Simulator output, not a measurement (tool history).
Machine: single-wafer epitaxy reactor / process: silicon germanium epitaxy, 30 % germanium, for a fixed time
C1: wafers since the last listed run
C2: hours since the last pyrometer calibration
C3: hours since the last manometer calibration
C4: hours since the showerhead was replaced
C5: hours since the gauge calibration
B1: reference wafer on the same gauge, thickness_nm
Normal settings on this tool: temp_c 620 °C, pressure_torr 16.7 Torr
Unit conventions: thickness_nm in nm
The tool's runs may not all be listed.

{"run": 1, "hour": 0.0, "temp_c": 620, "pressure_torr": 16.7, "C1": 0, "C2": 1194.1, "C3": 1023.8, "C4": 3415.3, "C5": 63.2, "B1": 67.913, "thickness_nm": 85.601}
{"run": 2, "hour": 46.4, "temp_c": 620, "pressure_torr": 16.7, "C1": 913, "C2": 1240.5, "C3": 1070.2, "C4": 3461.7, "C5": 109.6, "B1": 68.01, "thickness_nm": 85.419}
{"run": 3, "hour": 74.9, "temp_c": 620, "pressure_torr": 15.4, "C1": 560, "C2": 1269.0, "C3": 1098.7, "C4": 3490.2, "C5": 138.1, "B1": 68.038, "thickness_nm": 82.382}
{"run": 4, "hour": 110.1, "temp_c": 620, "pressure_torr": 15.4, "C1": 692, "C2": 1304.2, "C3": 1133.9, "C4": 3525.4, "C5": 173.3, "B1": 68.094, "thickness_nm": 82.249}
{"run": 5, "hour": 161.2, "temp_c": 620, "pressure_torr": 15.4, "C1": 1005, "C2": 1355.3, "C3": 1185.0, "C4": 3576.5, "C5": 224.4, "B1": 67.991, "thickness_nm": 82.248}
{"run": 6, "hour": 231.6, "temp_c": 620, "pressure_torr": 16.7, "C1": 1385, "C2": 1425.7, "C3": 1255.4, "C4": 3646.9, "C5": 294.8, "B1": 68.087, "thickness_nm": 85.746}
{"hour": 289.4, "done": "gauge calibrated"}
{"run": 7, "hour": 294.8, "temp_c": 620, "pressure_torr": 16.7, "C1": 1243, "C2": 1488.9, "C3": 1318.6, "C4": 3710.1, "C5": 5.4, "B1": 68.008, "thickness_nm": 85.995}
{"hour": 327.4, "done": "showerhead replaced"}
{"run": 8, "hour": 327.9, "temp_c": 615, "pressure_torr": 19.1, "C1": 493, "C2": 1522.0, "C3": 1351.7, "C4": 0.5, "C5": 38.5, "B1": 67.928, "thickness_nm": 84.482}
{"hour": 359.0, "done": "capacitance manometer re-zeroed and calibrated"}
{"hour": 364.6, "done": "pyrometer calibrated"}
{"run": 9, "hour": 369.1, "temp_c": 609, "pressure_torr": 14.7, "C1": 543, "C2": 4.5, "C3": 10.1, "C4": 41.7, "C5": 79.7, "B1": 67.981, "thickness_nm": 62.718}
{"run": 10, "hour": 398.0, "temp_c": 620, "pressure_torr": 16.7, "C1": 568, "C2": 33.4, "C3": 39.0, "C4": 70.6, "C5": 108.6, "B1": 68.03, "thickness_nm": 80.563}
{"run": 11, "hour": 442.8, "temp_c": 627, "pressure_torr": 20.4, "C1": 881, "C2": 78.2, "C3": 83.8, "C4": 115.4, "C5": 153.4, "B1": 68.005, "thickness_nm": 98.501}
{"run": 12, "hour": 509.9, "temp_c": 620, "pressure_torr": 13.9, "C1": 1320, "C2": 145.3, "C3": 150.9, "C4": 182.5, "C5": 220.5, "B1": 67.903, "thickness_nm": 74.629}
{"run": 13, "hour": 545.0, "temp_c": 635, "pressure_torr": 20.9, "C1": 690, "C2": 180.4, "C3": 186.0, "C4": 217.6, "C5": 255.6, "B1": 68.012, "thickness_nm": 114.632}
{"hour": 602.2, "done": "gauge calibrated"}
{"run": 14, "hour": 609.4, "temp_c": 620, "pressure_torr": 16.7, "C1": 1267, "C2": 244.8, "C3": 250.4, "C4": 282.0, "C5": 7.2, "B1": 67.906, "thickness_nm": 81.643}

Consider 5 possible next runs. They are alternatives, not a sequence: every one starts from the tool as it was left by run 14. What does each give?
{"run": "A", "hour": 609.8, "temp_c": 620, "pressure_torr": 16.7, "C1": 7, "C2": 245.2, "C3": 250.8, "C4": 282.4, "C5": 7.6, "B1": "?", "thickness_nm": "?"}
{"run": "B", "hour": 609.8, "temp_c": 628, "pressure_torr": 14.0, "C1": 7, "C2": 245.2, "C3": 250.8, "C4": 282.4, "C5": 7.6, "B1": "?", "thickness_nm": "?"}
{"run": "C", "hour": 609.8, "temp_c": 607, "pressure_torr": 20.7, "C1": 7, "C2": 245.2, "C3": 250.8, "C4": 282.4, "C5": 7.6, "B1": "?", "thickness_nm": "?"}
{"run": "D", "hour": 609.8, "temp_c": 613, "pressure_torr": 15.2, "C1": 7, "C2": 245.2, "C3": 250.8, "C4": 282.4, "C5": 7.6, "B1": "?", "thickness_nm": "?"}
{"run": "E", "hour": 609.8, "temp_c": 634, "pressure_torr": 19.6, "C1": 7, "C2": 245.2, "C3": 250.8, "C4": 282.4, "C5": 7.6, "B1": "?", "thickness_nm": "?"}

run=A B1=68.012 thickness_nm=81.446
run=B B1=68.012 thickness_nm=85.499
run=C B1=68.012 thickness_nm=72.217
run=D B1=68.012 thickness_nm=69.386
run=E B1=68.012 thickness_nm=110.044
Without the tool's unlogged condition, the same runs would have read:
run=A thickness_nm=78.331
run=B thickness_nm=82.274
run=C thickness_nm=69.390
run=D thickness_nm=66.700
run=E thickness_nm=105.935
